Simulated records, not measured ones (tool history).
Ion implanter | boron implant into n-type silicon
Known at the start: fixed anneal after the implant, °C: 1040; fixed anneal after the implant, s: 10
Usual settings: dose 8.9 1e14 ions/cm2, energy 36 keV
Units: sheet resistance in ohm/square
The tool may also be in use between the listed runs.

run	hour	dose	energy	read-back reference wafer on the same gauge, sheet resistance	sheet resistance
1	0	8.9	36	104.06	120.52
2	55.1	8.9	36	104.13	120.67
3	126.4	8.9	36	103.99	120.68
4	171.3	8.9	36	104.06	120.59
5	196.5	8.9	29.5	104.09	122.08
6	242.2	8.9	45	104.03	118.52
7	286.5	8.9	45	104.11	118.61
8	315.4	8.9	45	103.91	118.15
9	375.9	8.9	36	104.03	119.8
10	437.7	8.9	36	104.02	119.74
11	465.6	8.9	36	103.98	119.87
12	497.5	8.9	44.5	104.07	117.73
13	558.6	7.4	29	104.01	141.37
14	589.2	7.4	29	103.85	140.9
15	641.9	6.32	45.5	103.93	154.64
# hour 680.5: gauge calibrated
16	682.4	8.9	36	103.85	118.77
17	733.9	11.35	36	103.88	96.71
18	793.4	7.08	43	103.92	139.74
19	856.8	7.14	43	104.04	139.31
# hour 919.1: Faraday cup replaced and dose calibrated
20	919.6	9.6	36	103.99	114.48
21	988	11.39	40.5	103.92	98.17
# hour 997: extraction supply calibrated
22	1018.5	7.03	25.5	104	152.92
23	1060	7.4	29	103.87	144.66
24	1103.8	6.24	24	103.94	170.55
25	1150.8	10.77	24	103.92	106.61
26	1209.8	6.93	46	103.91	146.2
27	1422.1	8.9	36	104.15	122.23
28	1452.9	7.97	25.5	103.83	137.12
29	1479.1	8.9	36	103.97	122.4

The tool's hidden state at each run:
deviation of the true energy from its setpoint, %: 0 in every run
gauge reads high (%): 0 in every run
H1: deviation of the true dose from the Faraday cup's reading, %
run	H1
1	0.959
2	1.1
3	1.3
4	1.42
5	1.49
6	1.63
7	1.76
8	1.85
9	2.04
10	2.24
11	2.33
12	2.44
13	2.64
14	2.75
15	2.94
16	3.09
17	3.28
18	3.51
19	3.75
20	-0.386
21	-0.382
22	-0.378
23	-0.37
24	-0.358
25	-0.342
26	-0.317
27	-0.179
28	-0.152
29	-0.129
